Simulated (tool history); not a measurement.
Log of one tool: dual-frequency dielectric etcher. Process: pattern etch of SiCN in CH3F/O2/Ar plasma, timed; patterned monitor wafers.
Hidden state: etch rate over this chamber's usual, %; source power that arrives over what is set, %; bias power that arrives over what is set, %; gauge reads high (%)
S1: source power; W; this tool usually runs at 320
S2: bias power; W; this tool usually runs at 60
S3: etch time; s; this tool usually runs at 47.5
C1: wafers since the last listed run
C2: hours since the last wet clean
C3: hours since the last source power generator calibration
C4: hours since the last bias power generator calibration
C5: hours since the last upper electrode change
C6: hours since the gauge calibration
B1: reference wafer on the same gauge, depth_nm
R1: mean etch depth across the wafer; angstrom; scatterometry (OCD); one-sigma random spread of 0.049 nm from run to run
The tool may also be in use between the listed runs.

{"run": 1, "hour": 0.0, "S1": 370, "S2": 60, "S3": 54.5, "C1": 0, "C2": 382.4, "C3": 4.9, "C4": 3055, "C5": 6021.8, "C6": 375.3, "B1": 18.89, "R1": 194.4}
{"run": 2, "hour": 10.2, "S1": 370, "S2": 60, "S3": 54.5, "C1": 86, "C2": 392.6, "C3": 15.1, "C4": 3065.2, "C5": 6032, "C6": 385.5, "B1": 18.92, "R1": 194}
{"run": 3, "hour": 21.7, "S1": 280, "S2": 60, "S3": 47.5, "C1": 97, "C2": 404.1, "C3": 26.6, "C4": 3076.7, "C5": 6043.5, "C6": 397, "B1": 18.91, "R1": 156.8}
{"run": 4, "hour": 33.2, "S1": 280, "S2": 60, "S3": 47.5, "C1": 97, "C2": 415.6, "C3": 38.1, "C4": 3088.2, "C5": 6055, "C6": 408.5, "B1": 18.9, "R1": 157.7}
{"run": 5, "hour": 40.7, "S1": 280, "S2": 60, "S3": 47.5, "C1": 63, "C2": 423.1, "C3": 45.6, "C4": 3095.7, "C5": 6062.5, "C6": 416, "B1": 18.88, "R1": 156.7}
{"run": 6, "hour": 55.3, "S1": 320, "S2": 60, "S3": 47.5, "C1": 124, "C2": 437.7, "C3": 60.2, "C4": 3110.3, "C5": 6077.1, "C6": 430.6, "B1": 18.9, "R1": 162.8}
{"run": 7, "hour": 63.6, "S1": 320, "S2": 60, "S3": 47.5, "C1": 70, "C2": 446, "C3": 68.5, "C4": 3118.6, "C5": 6085.4, "C6": 438.9, "B1": 18.91, "R1": 162.9}
{"hour": 75.7, "done": "bias power generator calibrated"}
{"hour": 97.2, "done": "upper electrode replaced"}
{"run": 8, "hour": 97.7, "S1": 370, "S2": 60, "S3": 54.5, "C1": 73, "C2": 480.1, "C3": 102.6, "C4": 22, "C5": 0.5, "C6": 473, "B1": 18.88, "R1": 194.6}
{"run": 9, "hour": 98.0, "S1": 320, "S2": 60, "S3": 47.5, "C1": 2, "C2": 480.4, "C3": 102.9, "C4": 22.3, "C5": 0.8, "C6": 473.3, "B1": 18.89, "R1": 162.2}
{"run": 10, "hour": 121.6, "S1": 320, "S2": 60, "S3": 61, "C1": 200, "C2": 504, "C3": 126.5, "C4": 45.9, "C5": 24.4, "C6": 496.9, "B1": 18.89, "R1": 209.1}
{"run": 11, "hour": 137.9, "S1": 390, "S2": 70, "S3": 47.5, "C1": 138, "C2": 520.3, "C3": 142.8, "C4": 62.2, "C5": 40.7, "C6": 513.2, "B1": 18.91, "R1": 184}
{"run": 12, "hour": 145.8, "S1": 270, "S2": 56, "S3": 52.5, "C1": 67, "C2": 528.2, "C3": 150.7, "C4": 70.1, "C5": 48.6, "C6": 521.1, "B1": 18.89, "R1": 167.2}
{"run": 13, "hour": 158.5, "S1": 360, "S2": 60, "S3": 47.5, "C1": 108, "C2": 540.9, "C3": 163.4, "C4": 82.8, "C5": 61.3, "C6": 533.8, "B1": 18.88, "R1": 167.4}
{"run": 14, "hour": 165.2, "S1": 320, "S2": 60, "S3": 47.5, "C1": 57, "C2": 547.6, "C3": 170.1, "C4": 89.5, "C5": 68, "C6": 540.5, "B1": 18.89, "R1": 162.7}
{"run": 15, "hour": 172.7, "S1": 320, "S2": 56, "S3": 44, "C1": 63, "C2": 555.1, "C3": 177.6, "C4": 97, "C5": 75.5, "C6": 548, "B1": 18.92, "R1": 145.4}
{"run": 16, "hour": 187.7, "S1": 390, "S2": 67, "S3": 36, "C1": 127, "C2": 570.1, "C3": 192.6, "C4": 112, "C5": 90.5, "C6": 563, "B1": 18.91, "R1": 136.4}
{"run": 17, "hour": 200.2, "S1": 320, "S2": 55, "S3": 47.5, "C1": 106, "C2": 582.6, "C3": 205.1, "C4": 124.5, "C5": 103, "C6": 575.5, "B1": 18.92, "R1": 156.1}
{"run": 18, "hour": 209.7, "S1": 320, "S2": 60, "S3": 47.5, "C1": 80, "C2": 592.1, "C3": 214.6, "C4": 134, "C5": 112.5, "C6": 585, "B1": 18.89, "R1": 163.7}
{"hour": 227.4, "done": "gauge calibrated"}
{"hour": 236.5, "done": "wet clean of the chamber"}
{"run": 19, "hour": 237.0, "S1": 320, "S2": 60, "S3": 47.5, "C1": 28, "C2": 0.5, "C3": 241.9, "C4": 161.3, "C5": 139.8, "C6": 9.6, "B1": 18.9, "R1": 162}
{"run": 20, "hour": 237.4, "S1": 320, "S2": 60, "S3": 47.5, "C1": 3, "C2": 0.9, "C3": 242.3, "C4": 161.7, "C5": 140.2, "C6": 10, "B1": 18.9, "R1": 162.6}
{"run": 21, "hour": 241.2, "S1": 320, "S2": 60, "S3": 34.5, "C1": 32, "C2": 4.7, "C3": 246.1, "C4": 165.5, "C5": 144, "C6": 13.8, "B1": 18.91, "R1": 118.2}
{"run": 22, "hour": 251.1, "S1": 380, "S2": 70, "S3": 47.5, "C1": 84, "C2": 14.6, "C3": 256, "C4": 175.4, "C5": 153.9, "C6": 23.7, "B1": 18.9, "R1": 182.3}
{"run": 23, "hour": 283.8, "S1": 290, "S2": 60, "S3": 39.5, "C1": 278, "C2": 47.3, "C3": 288.7, "C4": 208.1, "C5": 186.6, "C6": 56.4, "B1": 18.91, "R1": 131.8}
{"run": 24, "hour": 295.4, "S1": 300, "S2": 49, "S3": 47.5, "C1": 98, "C2": 58.9, "C3": 300.3, "C4": 219.7, "C5": 198.2, "C6": 68, "B1": 18.91, "R1": 146.3}
{"run": 25, "hour": 310.9, "S1": 260, "S2": 60, "S3": 53, "C1": 131, "C2": 74.4, "C3": 315.8, "C4": 235.2, "C5": 213.7, "C6": 83.5, "B1": 18.92, "R1": 171.9}
{"run": 26, "hour": 323.5, "S1": 320, "S2": 60, "S3": 55, "C1": 107, "C2": 87, "C3": 328.4, "C4": 247.8, "C5": 226.3, "C6": 96.1, "B1": 18.89, "R1": 188.1}
{"run": 27, "hour": 339.3, "S1": 320, "S2": 60, "S3": 47.5, "C1": 134, "C2": 102.8, "C3": 344.2, "C4": 263.6, "C5": 242.1, "C6": 111.9, "B1": 18.91, "R1": 161.3}
{"run": 28, "hour": 345.6, "S1": 290, "S2": 50, "S3": 41.5, "C1": 53, "C2": 109.1, "C3": 350.5, "C4": 269.9, "C5": 248.4, "C6": 118.2, "B1": 18.91, "R1": 126.7}
{"run": 29, "hour": 357.5, "S1": 320, "S2": 60, "S3": 47.5, "C1": 101, "C2": 121, "C3": 362.4, "C4": 281.8, "C5": 260.3, "C6": 130.1, "B1": 18.89, "R1": 161.3}

5 ways to go on from here, each from the tool as it stands after run 29. What would each give?
{"run": "A", "hour": 357.9, "S1": 320, "S2": 69, "S3": 47.5, "C1": 3, "C2": 121.4, "C3": 362.8, "C4": 282.2, "C5": 260.7, "C6": 130.5, "B1": "?", "R1": "?"}
{"run": "B", "hour": 357.9, "S1": 270, "S2": 52, "S3": 40.5, "C1": 3, "C2": 121.4, "C3": 362.8, "C4": 282.2, "C5": 260.7, "C6": 130.5, "B1": "?", "R1": "?"}
{"run": "C", "hour": 357.9, "S1": 240, "S2": 53, "S3": 52, "C1": 3, "C2": 121.4, "C3": 362.8, "C4": 282.2, "C5": 260.7, "C6": 130.5, "B1": "?", "R1": "?"}
{"run": "D", "hour": 357.9, "S1": 340, "S2": 60, "S3": 47.5, "C1": 3, "C2": 121.4, "C3": 362.8, "C4": 282.2, "C5": 260.7, "C6": 130.5, "B1": "?", "R1": "?"}
{"run": "E", "hour": 357.9, "S1": 360, "S2": 60, "S3": 55.5, "C1": 3, "C2": 121.4, "C3": 362.8, "C4": 282.2, "C5": 260.7, "C6": 130.5, "B1": "?", "R1": "?"}

run=A B1=18.9 R1=173.9
run=B B1=18.9 R1=124.6
run=C B1=18.9 R1=156.8
run=D B1=18.9 R1=165.7
run=E B1=18.9 R1=196.7
Without the tool's unlogged condition, the same runs would have read:
run=A R1=173.9
run=B R1=124.6
run=C R1=156.8
run=D R1=165.7
run=E R1=196.7
